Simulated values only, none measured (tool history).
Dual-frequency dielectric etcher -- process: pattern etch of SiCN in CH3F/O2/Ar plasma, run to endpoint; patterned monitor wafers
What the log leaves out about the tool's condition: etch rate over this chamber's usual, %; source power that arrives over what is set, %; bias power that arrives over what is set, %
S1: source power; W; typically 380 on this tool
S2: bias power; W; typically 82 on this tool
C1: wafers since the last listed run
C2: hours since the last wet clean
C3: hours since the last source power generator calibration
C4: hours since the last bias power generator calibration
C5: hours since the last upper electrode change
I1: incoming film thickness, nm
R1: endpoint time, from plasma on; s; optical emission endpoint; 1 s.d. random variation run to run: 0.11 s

run,day,S1,S2,C1,C2,C3,C4,C5,I1,R1
1,0.000,380,66,0,403.5,2490.4,459.4,1737.2,7.96,24.5
# day 0.012: wet clean of the chamber
2,4.500,380,66,2038,107.7,2598.4,567.4,1845.2,7.85,23.2
3,6.900,380,66,1089,165.3,2656.0,625.0,1902.8,7.94,23.8
4,9.738,380,86,1288,233.4,2724.1,693.1,1970.9,7.99,20.7
5,14.062,380,86,1963,337.2,2827.9,796.9,2074.7,7.86,20.4
# day 19.900: wet clean of the chamber
6,27.271,350,77,5543,176.9,3144.9,1113.9,2391.7,7.83,22.1
7,31.142,380,88,1757,269.8,3237.8,1206.8,2484.6,7.85,20.0
# day 37.296: wet clean of the chamber
8,38.946,380,88,3089,39.6,3425.1,1394.1,2671.9,7.88,19.3
9,40.825,380,82,853,84.7,3470.2,1439.2,2717.0,7.89,20.2
10,42.725,380,82,862,130.3,3515.8,1484.8,2762.6,7.95,20.4
11,45.125,380,82,1089,187.9,3573.4,1542.4,2820.2,7.92,20.6
12,47.725,310,82,1180,250.3,3635.8,1604.8,2882.6,7.86,22.6
# day 48.675: bias power generator calibrated
13,51.958,350,99,1846,351.9,3737.4,78.8,2984.2,7.94,20.1
14,55.196,300,82,1469,429.6,3815.1,156.5,3061.9,7.88,24.1
# day 59.242: wet clean of the chamber
15,59.262,380,92,1392,0.5,3912.7,254.1,3159.5,7.91,19.2
16,61.288,380,82,919,49.1,3961.3,302.7,3208.1,7.90,20.7
# day 64.550: upper electrode replaced
17,65.208,330,96,1326,143.2,4055.4,396.8,15.8,7.87,20.6
18,69.304,430,82,1859,241.5,4153.7,495.1,114.1,7.79,19.7
# day 70.154: source power generator calibrated
19,72.171,290,76,1225,310.3,48.4,563.9,182.9,7.95,25.8
20,74.292,380,82,962,361.2,99.3,614.8,233.8,7.90,21.4
# day 77.400: wet clean of the chamber
21,78.008,430,63,1233,14.6,188.5,704.0,323.0,7.81,22.4
22,79.575,350,77,711,52.2,226.1,741.6,360.6,7.94,22.4
23,82.946,340,102,1530,133.1,307.0,822.5,441.5,8.01,19.9
24,85.167,380,82,1008,186.4,360.3,875.8,494.8,7.86,20.8
25,88.975,380,82,1729,277.8,451.7,967.2,586.2,7.91,21.3

For each entry between runs, how does the tool's hidden state at the last listed run before it compare with that at the first listed run after it?
From run 1 to run 2: wet clean of the chamber (day 0.012)
  etch rate over this chamber's usual, %: -4.41 -> -0.789; bias power that arrives over what is set, %: -0.312 -> -0.138
  measured value less the no-hidden-state value, R1: +1.1 -> +0.2 s
From run 5 to run 6: wet clean of the chamber (day 19.900)
  etch rate over this chamber's usual, %: -3.42 -> -1.51; bias power that arrives over what is set, %: 0.355 -> 1.31
  measured value less the no-hidden-state value, R1: +0.7 -> +0.2 s
From run 7 to run 8: wet clean of the chamber (day 37.296)
  etch rate over this chamber's usual, %: -2.58 -> 0.54; bias power that arrives over what is set, %: 1.65 -> 2.41
  measured value less the no-hidden-state value, R1: +0.3 -> -0.4 s
From run 12 to run 13: bias power generator calibrated (day 48.675)
  etch rate over this chamber's usual, %: -1.88 -> -3.04; bias power that arrives over what is set, %: 3.41 -> -0.777
  measured value less the no-hidden-state value, R1: +0.0 -> +0.7 s
From run 14 to run 15: wet clean of the chamber (day 59.242)
  etch rate over this chamber's usual, %: -3.93 -> 0.15; bias power that arrives over what is set, %: -0.749 -> -0.686
  measured value less the no-hidden-state value, R1: +1.1 -> +0.1 s
From run 16 to run 17: upper electrode replaced (day 64.550)
  etch rate over this chamber's usual, %: -0.407 -> -1.49; bias power that arrives over what is set, %: -0.643 -> -0.54
  measured value less the no-hidden-state value, R1: +0.2 -> +0.4 s
From run 18 to run 19: source power generator calibrated (day 70.154)
  etch rate over this chamber's usual, %: -2.61 -> -3.4; bias power that arrives over what is set, %: -0.402 -> -0.287
  measured value less the no-hidden-state value, R1: +0.5 -> +0.9 s
From run 20 to run 21: wet clean of the chamber (day 77.400)
  etch rate over this chamber's usual, %: -3.98 -> -0.516; bias power that arrives over what is set, %: -0.193 -> -0.00776
  measured value less the no-hidden-state value, R1: +0.9 -> +0.1 s
